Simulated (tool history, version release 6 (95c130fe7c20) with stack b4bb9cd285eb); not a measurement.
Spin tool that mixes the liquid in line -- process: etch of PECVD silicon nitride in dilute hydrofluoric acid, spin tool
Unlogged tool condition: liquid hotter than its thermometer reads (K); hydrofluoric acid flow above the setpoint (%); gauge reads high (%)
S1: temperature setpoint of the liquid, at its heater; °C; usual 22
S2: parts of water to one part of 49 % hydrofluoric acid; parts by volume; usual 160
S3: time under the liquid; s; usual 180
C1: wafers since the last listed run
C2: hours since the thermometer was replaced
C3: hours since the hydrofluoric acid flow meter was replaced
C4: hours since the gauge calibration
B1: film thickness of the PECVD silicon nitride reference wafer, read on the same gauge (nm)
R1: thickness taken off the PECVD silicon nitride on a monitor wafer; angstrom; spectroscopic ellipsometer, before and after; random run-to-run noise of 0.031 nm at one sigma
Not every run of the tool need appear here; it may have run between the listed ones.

{"run": 1, "hour": 0.0, "S1": 22, "S2": 160, "S3": 180, "C1": 0, "C2": 1077.1, "C3": 564.7, "C4": 1327.1, "B1": 110, "R1": 68.3}
{"run": 2, "hour": 48.3, "S1": 22, "S2": 200, "S3": 110, "C1": 259, "C2": 1125.4, "C3": 613, "C4": 1375.4, "B1": 110.01, "R1": 33.4}
{"hour": 76.4, "done": "thermometer replaced"}
{"hour": 122.9, "done": "hydrofluoric acid flow meter replaced"}
{"run": 3, "hour": 136.5, "S1": 22, "S2": 160, "S3": 180, "C1": 462, "C2": 60.1, "C3": 13.6, "C4": 1463.6, "B1": 110.01, "R1": 61}
{"run": 4, "hour": 221.8, "S1": 22, "S2": 160, "S3": 180, "C1": 457, "C2": 145.4, "C3": 98.9, "C4": 1548.9, "B1": 110.02, "R1": 62.1}
{"run": 5, "hour": 268.3, "S1": 22, "S2": 160, "S3": 180, "C1": 249, "C2": 191.9, "C3": 145.4, "C4": 1595.4, "B1": 110.02, "R1": 62.4}
{"run": 6, "hour": 334.4, "S1": 22, "S2": 160, "S3": 180, "C1": 354, "C2": 258, "C3": 211.5, "C4": 1661.5, "B1": 109.98, "R1": 62.8}
{"run": 7, "hour": 398.7, "S1": 22, "S2": 160, "S3": 180, "C1": 344, "C2": 322.3, "C3": 275.8, "C4": 1725.8, "B1": 109.99, "R1": 63.2}
{"hour": 424.5, "done": "gauge calibrated"}
{"run": 8, "hour": 501.2, "S1": 19.5, "S2": 160, "S3": 180, "C1": 549, "C2": 424.8, "C3": 378.3, "C4": 76.7, "B1": 110.01, "R1": 54.9}
{"run": 9, "hour": 579.6, "S1": 19.5, "S2": 160, "S3": 180, "C1": 420, "C2": 503.2, "C3": 456.7, "C4": 155.1, "B1": 110.01, "R1": 55.4}
{"run": 10, "hour": 617.6, "S1": 19.5, "S2": 160, "S3": 180, "C1": 203, "C2": 541.2, "C3": 494.7, "C4": 193.1, "B1": 109.99, "R1": 55.3}
{"hour": 684.0, "done": "hydrofluoric acid flow meter replaced"}
{"run": 11, "hour": 684.5, "S1": 22, "S2": 185, "S3": 180, "C1": 353, "C2": 608.1, "C3": 0.5, "C4": 260, "B1": 109.99, "R1": 55.6}
{"run": 12, "hour": 761.0, "S1": 22, "S2": 235, "S3": 180, "C1": 410, "C2": 684.6, "C3": 77, "C4": 336.5, "B1": 110.01, "R1": 43.9}
{"run": 13, "hour": 810.3, "S1": 22, "S2": 230, "S3": 220, "C1": 264, "C2": 733.9, "C3": 126.3, "C4": 385.8, "B1": 110.01, "R1": 55.6}
{"run": 14, "hour": 881.4, "S1": 22, "S2": 160, "S3": 180, "C1": 381, "C2": 805, "C3": 197.4, "C4": 456.9, "B1": 109.99, "R1": 66}
{"run": 15, "hour": 929.2, "S1": 22, "S2": 160, "S3": 230, "C1": 256, "C2": 852.8, "C3": 245.2, "C4": 504.7, "B1": 109.98, "R1": 84.1}
{"run": 16, "hour": 967.9, "S1": 20.5, "S2": 120, "S3": 180, "C1": 207, "C2": 891.5, "C3": 283.9, "C4": 543.4, "B1": 109.98, "R1": 79.1}
{"run": 17, "hour": 1072.0, "S1": 17.5, "S2": 190, "S3": 90, "C1": 558, "C2": 995.6, "C3": 388, "C4": 647.5, "B1": 110.01, "R1": 21.2}
{"run": 18, "hour": 1150.0, "S1": 24.5, "S2": 185, "S3": 225, "C1": 418, "C2": 1073.6, "C3": 466, "C4": 725.5, "B1": 110.02, "R1": 85.7}
{"hour": 1164.1, "done": "thermometer replaced"}
{"run": 19, "hour": 1192.8, "S1": 22, "S2": 95, "S3": 180, "C1": 224, "C2": 28.7, "C3": 508.8, "C4": 768.3, "B1": 109.98, "R1": 106.2}
{"hour": 1244.3, "done": "hydrofluoric acid flow meter replaced"}
{"run": 20, "hour": 1287.1, "S1": 22, "S2": 160, "S3": 285, "C1": 500, "C2": 123, "C3": 42.8, "C4": 862.6, "B1": 110, "R1": 97.6}
{"run": 21, "hour": 1337.8, "S1": 22, "S2": 160, "S3": 110, "C1": 271, "C2": 173.7, "C3": 93.5, "C4": 913.3, "B1": 110.01, "R1": 37.8}
{"run": 22, "hour": 1376.9, "S1": 22, "S2": 160, "S3": 180, "C1": 209, "C2": 212.8, "C3": 132.6, "C4": 952.4, "B1": 110.01, "R1": 61.5}
{"run": 23, "hour": 1458.4, "S1": 19, "S2": 220, "S3": 90, "C1": 437, "C2": 294.3, "C3": 214.1, "C4": 1033.9, "B1": 110, "R1": 18.9}
{"run": 24, "hour": 1527.3, "S1": 20.5, "S2": 120, "S3": 180, "C1": 369, "C2": 363.2, "C3": 283, "C4": 1102.8, "B1": 110, "R1": 76}
{"run": 25, "hour": 1573.3, "S1": 22, "S2": 130, "S3": 240, "C1": 246, "C2": 409.2, "C3": 329, "C4": 1148.8, "B1": 110.03, "R1": 105.3}
{"run": 26, "hour": 1858.0, "S1": 22, "S2": 160, "S3": 180, "C1": 1527, "C2": 693.9, "C3": 613.7, "C4": 1433.5, "B1": 110.01, "R1": 66.5}
{"hour": 1928.4, "done": "hydrofluoric acid flow meter replaced"}
{"run": 27, "hour": 1939.4, "S1": 22, "S2": 160, "S3": 180, "C1": 431, "C2": 775.3, "C3": 11, "C4": 1514.9, "B1": 110, "R1": 64}
{"run": 28, "hour": 2046.1, "S1": 17.5, "S2": 90, "S3": 180, "C1": 572, "C2": 882, "C3": 117.7, "C4": 1621.6, "B1": 110, "R1": 84.5}
{"run": 29, "hour": 2087.5, "S1": 19, "S2": 110, "S3": 210, "C1": 222, "C2": 923.4, "C3": 159.1, "C4": 1663, "B1": 110.02, "R1": 90.2}
{"hour": 2141.9, "done": "gauge calibrated"}
{"run": 30, "hour": 2177.5, "S1": 20.5, "S2": 230, "S3": 110, "C1": 482, "C2": 1013.4, "C3": 249.1, "C4": 35.6, "B1": 110.01, "R1": 26.1}
{"run": 31, "hour": 2227.6, "S1": 22, "S2": 130, "S3": 265, "C1": 268, "C2": 1063.5, "C3": 299.2, "C4": 85.7, "B1": 110.01, "R1": 120.7}
{"run": 32, "hour": 2278.7, "S1": 20, "S2": 160, "S3": 270, "C1": 274, "C2": 1114.6, "C3": 350.3, "C4": 136.8, "B1": 110, "R1": 88.8}
{"run": 33, "hour": 2341.2, "S1": 19, "S2": 120, "S3": 235, "C1": 335, "C2": 1177.1, "C3": 412.8, "C4": 199.3, "B1": 110, "R1": 95.7}

Hidden condition of the tool, last listed run before each entry between runs versus first listed run after:
From run 2 to run 3: thermometer replaced (hour 76.4); hydrofluoric acid flow meter replaced (hour 122.9)
  liquid hotter than its thermometer reads (K): 1.06 -> 0.111; hydrofluoric acid flow above the setpoint (%): 5.69 -> 0.292
  measured value less the no-hidden-state value, R1: +3.8 -> +0.6 angstrom
From run 7 to run 8: gauge calibrated (hour 424.5)
  liquid hotter than its thermometer reads (K): 0.339 -> 0.428; hydrofluoric acid flow above the setpoint (%): 2.49 -> 3.35
  measured value less the no-hidden-state value, R1: +2.8 -> +3.3 angstrom
From run 10 to run 11: hydrofluoric acid flow meter replaced (hour 684)
  liquid hotter than its thermometer reads (K): 0.529 -> 0.587; hydrofluoric acid flow above the setpoint (%): 4.32 -> 1.25
  measured value less the no-hidden-state value, R1: +4.1 -> +2.7 angstrom
From run 18 to run 19: thermometer replaced (hour 1164.1)
  liquid hotter than its thermometer reads (K): 0.991 -> 0.0621; hydrofluoric acid flow above the setpoint (%): 5.15 -> 5.51
  measured value less the no-hidden-state value, R1: +9.1 -> +5.9 angstrom
From run 19 to run 20: hydrofluoric acid flow meter replaced (hour 1244.3)
  liquid hotter than its thermometer reads (K): 0.0621 -> 0.144; hydrofluoric acid flow above the setpoint (%): 5.51 -> 0.422
  measured value less the no-hidden-state value, R1: +5.9 -> +1.3 angstrom
From run 26 to run 27: hydrofluoric acid flow meter replaced (hour 1928.4)
  liquid hotter than its thermometer reads (K): 0.64 -> 0.71; hydrofluoric acid flow above the setpoint (%): 5.2 -> 1.12
  measured value less the no-hidden-state value, R1: +5.8 -> +3.6 angstrom
From run 29 to run 30: gauge calibrated (hour 2141.9)
  liquid hotter than its thermometer reads (K): 0.839 -> 0.917; hydrofluoric acid flow above the setpoint (%): 2.36 -> 3.12
  measured value less the no-hidden-state value, R1: +6.9 -> +2.3 angstrom

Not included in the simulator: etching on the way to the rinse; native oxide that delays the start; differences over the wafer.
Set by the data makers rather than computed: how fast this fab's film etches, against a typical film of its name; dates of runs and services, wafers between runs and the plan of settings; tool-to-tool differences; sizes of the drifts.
